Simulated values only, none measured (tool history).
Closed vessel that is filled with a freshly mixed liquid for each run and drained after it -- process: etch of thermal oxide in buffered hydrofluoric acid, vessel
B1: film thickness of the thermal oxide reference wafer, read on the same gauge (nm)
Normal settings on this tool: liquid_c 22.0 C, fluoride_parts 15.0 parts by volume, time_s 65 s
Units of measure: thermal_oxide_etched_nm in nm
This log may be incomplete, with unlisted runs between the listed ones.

run 1 hour=0.0 | liquid_c=22.0 fluoride_parts=15.0 time_s=65 | B1=29.99 | thermal_oxide_etched_nm=39.69
run 2 hour=7.9 | liquid_c=22.0 fluoride_parts=15.0 time_s=65 | B1=29.99 | thermal_oxide_etched_nm=39.19
run 3 hour=18.6 | liquid_c=22.0 fluoride_parts=11.5 time_s=80 | B1=29.99 | thermal_oxide_etched_nm=63.40
run 4 hour=28.2 | liquid_c=22.0 fluoride_parts=11.5 time_s=80 | B1=29.99 | thermal_oxide_etched_nm=63.07
run 5 hour=42.9 | liquid_c=22.0 fluoride_parts=11.5 time_s=80 | B1=30.02 | thermal_oxide_etched_nm=63.30
run 6 hour=56.8 | liquid_c=22.0 fluoride_parts=15.0 time_s=65 | B1=30.02 | thermal_oxide_etched_nm=39.57
run 7 hour=64.9 | liquid_c=22.0 fluoride_parts=18.5 time_s=65 | B1=30.02 | thermal_oxide_etched_nm=33.15
run 8 hour=76.7 | liquid_c=22.0 fluoride_parts=15.0 time_s=65 | B1=30.00 | thermal_oxide_etched_nm=39.31
run 9 hour=89.6 | liquid_c=22.0 fluoride_parts=15.0 time_s=65 | B1=30.00 | thermal_oxide_etched_nm=39.57
run 10 hour=106.6 | liquid_c=22.0 fluoride_parts=15.0 time_s=65 | B1=30.01 | thermal_oxide_etched_nm=39.55
run 11 hour=112.9 | liquid_c=22.0 fluoride_parts=15.0 time_s=65 | B1=29.99 | thermal_oxide_etched_nm=39.21
run 12 hour=120.3 | liquid_c=22.0 fluoride_parts=15.0 time_s=65 | B1=29.99 | thermal_oxide_etched_nm=39.34
run 13 hour=130.1 | liquid_c=22.0 fluoride_parts=15.0 time_s=65 | B1=29.99 | thermal_oxide_etched_nm=39.46
run 14 hour=137.3 | liquid_c=22.0 fluoride_parts=17.0 time_s=85 | B1=30.01 | thermal_oxide_etched_nm=45.40
run 15 hour=152.9 | liquid_c=20.0 fluoride_parts=10.5 time_s=40 | B1=29.99 | thermal_oxide_etched_nm=30.55
run 16 hour=159.9 | liquid_c=22.0 fluoride_parts=15.0 time_s=65 | B1=30.00 | thermal_oxide_etched_nm=39.32
run 17 hour=168.3 | liquid_c=22.0 fluoride_parts=15.0 time_s=65 | B1=30.02 | thermal_oxide_etched_nm=39.18
run 18 hour=177.3 | liquid_c=22.0 fluoride_parts=15.0 time_s=65 | B1=29.98 | thermal_oxide_etched_nm=38.98
run 19 hour=183.7 | liquid_c=24.0 fluoride_parts=15.0 time_s=65 | B1=30.03 | thermal_oxide_etched_nm=43.87
run 20 hour=190.5 | liquid_c=22.0 fluoride_parts=15.0 time_s=65 | B1=29.99 | thermal_oxide_etched_nm=39.02
run 21 hour=200.6 | liquid_c=26.0 fluoride_parts=15.0 time_s=65 | B1=29.98 | thermal_oxide_etched_nm=48.50
run 22 hour=218.0 | liquid_c=20.0 fluoride_parts=10.5 time_s=40 | B1=30.01 | thermal_oxide_etched_nm=30.23
run 23 hour=246.1 | liquid_c=22.0 fluoride_parts=15.0 time_s=65 | B1=29.99 | thermal_oxide_etched_nm=39.33
-- hour=247.3 thermometer replaced
-- hour=252.7 gauge calibrated
run 24 hour=263.7 | liquid_c=18.0 fluoride_parts=15.0 time_s=40 | B1=30.01 | thermal_oxide_etched_nm=19.08
run 25 hour=279.4 | liquid_c=17.5 fluoride_parts=10.5 time_s=95 | B1=30.04 | thermal_oxide_etched_nm=62.72
-- hour=281.0 hydrofluoric acid flow meter replaced
run 26 hour=294.8 | liquid_c=22.0 fluoride_parts=15.0 time_s=30 | B1=29.98 | thermal_oxide_etched_nm=20.95
run 27 hour=304.8 | liquid_c=27.0 fluoride_parts=19.5 time_s=105 | B1=30.02 | thermal_oxide_etched_nm=75.16
run 28 hour=347.4 | liquid_c=22.0 fluoride_parts=19.0 time_s=85 | B1=29.97 | thermal_oxide_etched_nm=47.98
run 29 hour=355.3 | liquid_c=22.0 fluoride_parts=12.5 time_s=65 | B1=30.00 | thermal_oxide_etched_nm=54.24

Predict each of these 4 candidate next runs independently; none follows another, all start after run 29:
run A hour=356.0 | liquid_c=26.5 fluoride_parts=15.0 time_s=65 | B1=? | thermal_oxide_etched_nm=?
run B hour=356.0 | liquid_c=20.0 fluoride_parts=15.0 time_s=40 | B1=? | thermal_oxide_etched_nm=?
run C hour=356.0 | liquid_c=20.0 fluoride_parts=12.0 time_s=40 | B1=? | thermal_oxide_etched_nm=?
run D hour=356.0 | liquid_c=18.5 fluoride_parts=12.5 time_s=90 | B1=? | thermal_oxide_etched_nm=?

run=A B1=30.02 thermal_oxide_etched_nm=58.39
run=B B1=30.02 thermal_oxide_etched_nm=25.15
run=C B1=30.02 thermal_oxide_etched_nm=31.30
run=D B1=30.02 thermal_oxide_etched_nm=62.19
With the hidden condition removed and each run's random variation left untouched, the same runs would have given:
run=A thermal_oxide_etched_nm=58.83
run=B thermal_oxide_etched_nm=25.34
run=C thermal_oxide_etched_nm=31.54
run=D thermal_oxide_etched_nm=62.66
